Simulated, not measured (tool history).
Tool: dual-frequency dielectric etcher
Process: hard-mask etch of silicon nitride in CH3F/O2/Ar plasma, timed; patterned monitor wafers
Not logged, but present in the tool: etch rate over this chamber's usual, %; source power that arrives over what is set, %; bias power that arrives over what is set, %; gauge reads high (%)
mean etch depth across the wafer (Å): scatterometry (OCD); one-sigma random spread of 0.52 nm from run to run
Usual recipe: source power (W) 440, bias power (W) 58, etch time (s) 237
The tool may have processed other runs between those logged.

| run | hour | source power (W) | bias power (W) | etch time (s) | wafers since the last listed run | hours since the last wet clean | hours since the last source power generator calibration | hours since the last bias power generator calibration | hours since the last upper electrode change | hours since the gauge calibration | read-back reference wafer on the same gauge, depth_nm | mean etch depth across the wafer (Å) |
|---|---|---|---|---|---|---|---|---|---|---|---|---|
| 1 | 0 | 440 | 58 | 237 | 0 | 41.6 | 1936.2 | 1767.5 | 2745.7 | 1473.1 | 164 | 1483 |
| 2 | 86.9 | 440 | 58 | 256 | 701 | 128.5 | 2023.1 | 1854.4 | 2832.6 | 1560 | 164 | 1576 |
|  | 117.2 | upper electrode replaced |
| 3 | 126.3 | 440 | 58 | 237 | 124 | 167.9 | 2062.5 | 1893.8 | 9.1 | 1599.4 | 164 | 1469 |
| 4 | 198.1 | 440 | 58 | 237 | 579 | 239.7 | 2134.3 | 1965.6 | 80.9 | 1671.2 | 164 | 1456 |
| 5 | 223.5 | 440 | 58 | 237 | 204 | 265.1 | 2159.7 | 1991 | 106.3 | 1696.6 | 164.1 | 1452 |
| 6 | 350.1 | 440 | 58 | 237 | 1021 | 391.7 | 2286.3 | 2117.6 | 232.9 | 1823.2 | 164 | 1439 |
| 7 | 400.4 | 440 | 51 | 237 | 405 | 442 | 2336.6 | 2167.9 | 283.2 | 1873.5 | 164.1 | 1380 |
|  | 424.5 | wet clean of the chamber |
| 8 | 463.7 | 410 | 45 | 182 | 317 | 39.2 | 2399.9 | 2231.2 | 346.5 | 1936.8 | 164.1 | 1037 |
| 9 | 518.7 | 440 | 46 | 237 | 443 | 94.2 | 2454.9 | 2286.2 | 401.5 | 1991.8 | 164 | 1398 |
|  | 548.5 | source power generator calibrated |
| 10 | 574.3 | 390 | 58 | 237 | 416 | 149.8 | 25.8 | 2341.8 | 457.1 | 2047.4 | 163.9 | 1407 |
| 11 | 633.7 | 440 | 65 | 182 | 479 | 209.2 | 85.2 | 2401.2 | 516.5 | 2106.8 | 164 | 1172 |
|  | 644.8 | bias power generator calibrated |
| 12 | 663.3 | 490 | 58 | 289.5 | 206 | 238.8 | 114.8 | 18.5 | 546.1 | 2136.4 | 164.1 | 1851 |
|  | 670.1 | gauge calibrated |
| 13 | 721.9 | 370 | 58 | 237 | 472 | 297.4 | 173.4 | 77.1 | 604.7 | 51.8 | 164 | 1340 |
|  | 901.3 | wet clean of the chamber |
| 14 | 919.8 | 440 | 58 | 207 | 1402 | 18.5 | 371.3 | 275 | 802.6 | 249.7 | 164.1 | 1285 |
| 15 | 1071.5 | 440 | 58 | 237 | 1223 | 170.2 | 523 | 426.7 | 954.3 | 401.4 | 164 | 1466 |
| 16 | 1128.1 | 470 | 45 | 167 | 456 | 226.8 | 579.6 | 483.3 | 1010.9 | 458 | 164 | 978 |
| 17 | 1177.5 | 440 | 52 | 169 | 398 | 276.2 | 629 | 532.7 | 1060.3 | 507.4 | 164 | 998 |
| 18 | 1230.1 | 440 | 58 | 237 | 424 | 328.8 | 681.6 | 585.3 | 1112.9 | 560 | 164 | 1435 |
| 19 | 1273.2 | 360 | 58 | 237 | 347 | 371.9 | 724.7 | 628.4 | 1156 | 603.1 | 164.1 | 1314 |
| 20 | 1314.8 | 440 | 51 | 237 | 335 | 413.5 | 766.3 | 670 | 1197.6 | 644.7 | 164 | 1383 |
| 21 | 1376 | 440 | 65 | 182 | 493 | 474.7 | 827.5 | 731.2 | 1258.8 | 705.9 | 164.1 | 1134 |
| 22 | 1408.4 | 400 | 58 | 174.5 | 261 | 507.1 | 859.9 | 763.6 | 1291.2 | 738.3 | 164 | 1002 |
|  | 1437.2 | wet clean of the chamber |
| 23 | 1437.7 | 390 | 58 | 237 | 42 | 0.5 | 889.2 | 792.9 | 1320.5 | 767.6 | 164 | 1397 |
| 24 | 1461.1 | 500 | 54 | 204 | 188 | 23.9 | 912.6 | 816.3 | 1343.9 | 791 | 163.9 | 1320 |
| 25 | 1495.4 | 440 | 69 | 237 | 276 | 58.2 | 946.9 | 850.6 | 1378.2 | 825.3 | 163.9 | 1553 |
| 26 | 1543.2 | 540 | 58 | 237 | 385 | 106 | 994.7 | 898.4 | 1426 | 873.1 | 164 | 1601 |
| 27 | 1571.9 | 540 | 58 | 237 | 231 | 134.7 | 1023.4 | 927.1 | 1454.7 | 901.8 | 164 | 1600 |
| 28 | 1617.2 | 340 | 70 | 237 | 365 | 180 | 1068.7 | 972.4 | 1500 | 947.1 | 164 | 1383 |
| 29 | 1643 | 400 | 63 | 182 | 208 | 205.8 | 1094.5 | 998.2 | 1525.8 | 972.9 | 164 | 1106 |

Below are 5 alternative next runs, each starting from the tool's condition after run 29. Predict each:
| A | 1643.5 | 440 | 58 | 237 | 4 | 206.3 | 1095 | 998.7 | 1526.3 | 973.4 | ? | ? |
| B | 1643.5 | 500 | 54 | 186 | 4 | 206.3 | 1095 | 998.7 | 1526.3 | 973.4 | ? | ? |
| C | 1643.5 | 360 | 52 | 291 | 4 | 206.3 | 1095 | 998.7 | 1526.3 | 973.4 | ? | ? |
| D | 1643.5 | 410 | 63 | 214.5 | 4 | 206.3 | 1095 | 998.7 | 1526.3 | 973.4 | ? | ? |
| E | 1643.5 | 390 | 45 | 272.5 | 4 | 206.3 | 1095 | 998.7 | 1526.3 | 973.4 | ? | ? |

| run | read-back reference wafer on the same gauge, depth_nm | mean etch depth across the wafer (Å) |
|---|---|---|
| A | 163.9 | 1466 |
| B | 163.9 | 1189 |
| C | 163.9 | 1604 |
| D | 163.9 | 1320 |
| E | 163.9 | 1493 |
The same runs, with their run-to-run variation unchanged, on a tool lacking any hidden condition would have given:
| run | mean etch depth across the wafer (Å) |
|---|---|
| A | 1475 |
| B | 1197 |
| C | 1614 |
| D | 1328 |
| E | 1503 |
